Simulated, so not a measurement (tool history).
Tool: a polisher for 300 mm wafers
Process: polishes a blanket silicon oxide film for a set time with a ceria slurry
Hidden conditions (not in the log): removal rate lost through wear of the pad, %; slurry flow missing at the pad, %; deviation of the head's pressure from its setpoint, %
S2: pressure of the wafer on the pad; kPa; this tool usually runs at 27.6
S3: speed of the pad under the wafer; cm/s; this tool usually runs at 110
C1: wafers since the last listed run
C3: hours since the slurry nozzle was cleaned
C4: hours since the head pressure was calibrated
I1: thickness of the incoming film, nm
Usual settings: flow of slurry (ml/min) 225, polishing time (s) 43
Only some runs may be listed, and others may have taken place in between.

run 1 hour=0 | flow_of_slurry_(ml/min)=160 S2=27.6 S3=110 polishing_time_(s)=43 | C1=0 wafers_polished_on_this_pad=142 C3=465.2 C4=814.3 | I1=735.9 | film_removed_(Å)=2512
run 2 hour=17.6 | flow_of_slurry_(ml/min)=225 S2=32.4 S3=110 polishing_time_(s)=32 | C1=266 wafers_polished_on_this_pad=409 C3=482.8 C4=831.9 | I1=764.1 | film_removed_(Å)=2112
run 3 hour=30.5 | flow_of_slurry_(ml/min)=225 S2=32.4 S3=110 polishing_time_(s)=32 | C1=195 wafers_polished_on_this_pad=604 C3=495.7 C4=844.8 | I1=754.7 | film_removed_(Å)=2092
run 4 hour=36.9 | flow_of_slurry_(ml/min)=225 S2=32.4 S3=110 polishing_time_(s)=32 | C1=96 wafers_polished_on_this_pad=701 C3=502.1 C4=851.2 | I1=752.2 | film_removed_(Å)=2071
run 5 hour=43.2 | flow_of_slurry_(ml/min)=225 S2=27.6 S3=110 polishing_time_(s)=43 | C1=95 wafers_polished_on_this_pad=796 C3=508.4 C4=857.5 | I1=760 | film_removed_(Å)=2483
run 6 hour=60.3 | flow_of_slurry_(ml/min)=225 S2=27.6 S3=110 polishing_time_(s)=43 | C1=259 wafers_polished_on_this_pad=1056 C3=525.5 C4=874.6 | I1=745.6 | film_removed_(Å)=2443
run 7 hour=73 | flow_of_slurry_(ml/min)=225 S2=27.6 S3=110 polishing_time_(s)=43 | C1=192 wafers_polished_on_this_pad=1248 C3=538.2 C4=887.3 | I1=763 | film_removed_(Å)=2363
run 8 hour=81.3 | flow_of_slurry_(ml/min)=225 S2=27.6 S3=110 polishing_time_(s)=43 | C1=125 wafers_polished_on_this_pad=1374 C3=546.5 C4=895.6 | I1=754.8 | film_removed_(Å)=2390
-- hour=89.7 worn pad replaced by a new one
run 9 hour=98.6 | flow_of_slurry_(ml/min)=225 S2=27.6 S3=110 polishing_time_(s)=43 | C1=201 wafers_polished_on_this_pad=135 C3=563.8 C4=912.9 | I1=736.2 | film_removed_(Å)=2622
run 10 hour=106.5 | flow_of_slurry_(ml/min)=225 S2=27.6 S3=110 polishing_time_(s)=43 | C1=119 wafers_polished_on_this_pad=254 C3=571.7 C4=920.8 | I1=745.4 | film_removed_(Å)=2600
run 11 hour=120.9 | flow_of_slurry_(ml/min)=225 S2=27.6 S3=88 polishing_time_(s)=43 | C1=218 wafers_polished_on_this_pad=473 C3=586.1 C4=935.2 | I1=751 | film_removed_(Å)=2019
-- hour=138.9 head pressure recalibrated
run 12 hour=142.9 | flow_of_slurry_(ml/min)=225 S2=27.6 S3=88 polishing_time_(s)=43 | C1=302 wafers_polished_on_this_pad=776 C3=608.1 C4=4 | I1=753.2 | film_removed_(Å)=1858
run 13 hour=159.4 | flow_of_slurry_(ml/min)=225 S2=27.6 S3=88 polishing_time_(s)=43 | C1=249 wafers_polished_on_this_pad=1025 C3=624.6 C4=20.5 | I1=752 | film_removed_(Å)=1822
run 14 hour=166.4 | flow_of_slurry_(ml/min)=225 S2=27.6 S3=110 polishing_time_(s)=43 | C1=106 wafers_polished_on_this_pad=1132 C3=631.6 C4=27.5 | I1=752.4 | film_removed_(Å)=2254
-- hour=194.7 worn pad replaced by a new one
run 15 hour=208.4 | flow_of_slurry_(ml/min)=225 S2=27.6 S3=110 polishing_time_(s)=43 | C1=575 wafers_polished_on_this_pad=207 C3=673.6 C4=69.5 | I1=754.7 | film_removed_(Å)=2452
run 16 hour=223.4 | flow_of_slurry_(ml/min)=225 S2=20.7 S3=144 polishing_time_(s)=51 | C1=227 wafers_polished_on_this_pad=434 C3=688.6 C4=84.5 | I1=755.1 | film_removed_(Å)=3113
run 17 hour=229.6 | flow_of_slurry_(ml/min)=225 S2=27.6 S3=130 polishing_time_(s)=52 | C1=93 wafers_polished_on_this_pad=528 C3=694.8 C4=90.7 | I1=744.8 | film_removed_(Å)=3396
run 18 hour=243.7 | flow_of_slurry_(ml/min)=280 S2=27.6 S3=132 polishing_time_(s)=43 | C1=213 wafers_polished_on_this_pad=741 C3=708.9 C4=104.8 | I1=755 | film_removed_(Å)=2887
run 19 hour=256.5 | flow_of_slurry_(ml/min)=225 S2=22.8 S3=134 polishing_time_(s)=43 | C1=193 wafers_polished_on_this_pad=935 C3=721.7 C4=117.6 | I1=749.9 | film_removed_(Å)=2498
run 20 hour=268 | flow_of_slurry_(ml/min)=225 S2=27.6 S3=110 polishing_time_(s)=43 | C1=174 wafers_polished_on_this_pad=1109 C3=733.2 C4=129.1 | I1=741 | film_removed_(Å)=2304
run 21 hour=278.4 | flow_of_slurry_(ml/min)=160 S2=27.6 S3=110 polishing_time_(s)=43 | C1=157 wafers_polished_on_this_pad=1267 C3=743.6 C4=139.5 | I1=748.7 | film_removed_(Å)=2141
run 22 hour=288.2 | flow_of_slurry_(ml/min)=290 S2=37.2 S3=110 polishing_time_(s)=34 | C1=148 wafers_polished_on_this_pad=1415 C3=753.4 C4=149.3 | I1=745.5 | film_removed_(Å)=2227
run 23 hour=296.3 | flow_of_slurry_(ml/min)=225 S2=23.4 S3=128 polishing_time_(s)=43 | C1=122 wafers_polished_on_this_pad=1538 C3=761.5 C4=157.4 | I1=759.2 | film_removed_(Å)=2326
-- hour=309.1 worn pad replaced by a new one
run 24 hour=313.2 | flow_of_slurry_(ml/min)=225 S2=27.6 S3=110 polishing_time_(s)=43 | C1=195 wafers_polished_on_this_pad=61 C3=778.4 C4=174.3 | I1=746.7 | film_removed_(Å)=2500
-- hour=349.3 slurry nozzle cleaned
run 25 hour=351.9 | flow_of_slurry_(ml/min)=200 S2=20.7 S3=110 polishing_time_(s)=35 | C1=571 wafers_polished_on_this_pad=632 C3=2.6 C4=213 | I1=745 | film_removed_(Å)=1616
run 26 hour=364.1 | flow_of_slurry_(ml/min)=225 S2=32.4 S3=110 polishing_time_(s)=32 | C1=184 wafers_polished_on_this_pad=817 C3=14.8 C4=225.2 | I1=745.5 | film_removed_(Å)=1962
run 27 hour=374.8 | flow_of_slurry_(ml/min)=225 S2=32.4 S3=110 polishing_time_(s)=32 | C1=162 wafers_polished_on_this_pad=979 C3=25.5 C4=235.9 | I1=755.9 | film_removed_(Å)=1936
run 28 hour=391.8 | flow_of_slurry_(ml/min)=260 S2=32.4 S3=110 polishing_time_(s)=43 | C1=257 wafers_polished_on_this_pad=1237 C3=42.5 C4=252.9 | I1=732.5 | film_removed_(Å)=2619
run 29 hour=408.4 | flow_of_slurry_(ml/min)=280 S2=22.1 S3=110 polishing_time_(s)=43 | C1=251 wafers_polished_on_this_pad=1488 C3=59.1 C4=269.5 | I1=741.2 | film_removed_(Å)=1989
-- hour=412.6 worn pad replaced by a new one
run 30 hour=416.5 | flow_of_slurry_(ml/min)=290 S2=24.8 S3=110 polishing_time_(s)=43 | C1=62 wafers_polished_on_this_pad=59 C3=67.2 C4=277.6 | I1=739.9 | film_removed_(Å)=2403
run 31 hour=430 | flow_of_slurry_(ml/min)=225 S2=27.6 S3=110 polishing_time_(s)=43 | C1=204 wafers_polished_on_this_pad=263 C3=80.7 C4=291.1 | I1=751.7 | film_removed_(Å)=2474
run 32 hour=438.9 | flow_of_slurry_(ml/min)=155 S2=27.6 S3=110 polishing_time_(s)=43 | C1=134 wafers_polished_on_this_pad=398 C3=89.6 C4=300 | I1=746.3 | film_removed_(Å)=2371
run 33 hour=455.3 | flow_of_slurry_(ml/min)=225 S2=27.6 S3=110 polishing_time_(s)=54 | C1=248 wafers_polished_on_this_pad=647 C3=106 C4=316.4 | I1=733.6 | film_removed_(Å)=3057
run 34 hour=473 | flow_of_slurry_(ml/min)=255 S2=18.6 S3=90 polishing_time_(s)=48 | C1=268 wafers_polished_on_this_pad=915 C3=123.7 C4=334.1 | I1=743.9 | film_removed_(Å)=1737
run 35 hour=490.7 | flow_of_slurry_(ml/min)=160 S2=27.6 S3=110 polishing_time_(s)=43 | C1=268 wafers_polished_on_this_pad=1183 C3=141.4 C4=351.8 | I1=753.3 | film_removed_(Å)=2216
run 36 hour=504.5 | flow_of_slurry_(ml/min)=225 S2=27.6 S3=110 polishing_time_(s)=31 | C1=209 wafers_polished_on_this_pad=1392 C3=155.2 C4=365.6 | I1=741.3 | film_removed_(Å)=1679

How would selected steps in film removed (Å) from run to run divide? Give the signed amount a tool lacking its hidden state would still show from settings, what came in and random variation, and the signed amount left for the hidden state, including any gauge scatter that is not in both of the compared results.
Run 8 -> 9: worn pad replaced by a new one. film removed (Å) +232: hidden state +227, all else +5.
Run 23 -> 24: S2 23.4 -> 27.6, S3 128 -> 110, worn pad replaced by a new one. film removed (Å) +174: hidden state +282, all else -108.
Run 24 -> 25: flow of slurry (ml/min) 225 -> 200, S2 27.6 -> 20.7, polishing time (s) 43 -> 35, slurry nozzle cleaned. film removed (Å) -884: hidden state -75, all else -809.
Run 29 -> 30: flow of slurry (ml/min) 280 -> 290, S2 22.1 -> 24.8, worn pad replaced by a new one. film removed (Å) +414: hidden state +232, all else +182.
Run 32 -> 33: flow of slurry (ml/min) 155 -> 225, polishing time (s) 43 -> 54. film removed (Å) +686: hidden state -49, all else +735.
Run 33 -> 34: flow of slurry (ml/min) 225 -> 255, S2 27.6 -> 18.6, S3 110 -> 90, polishing time (s) 54 -> 48. film removed (Å) -1320: hidden state -15, all else -1305.
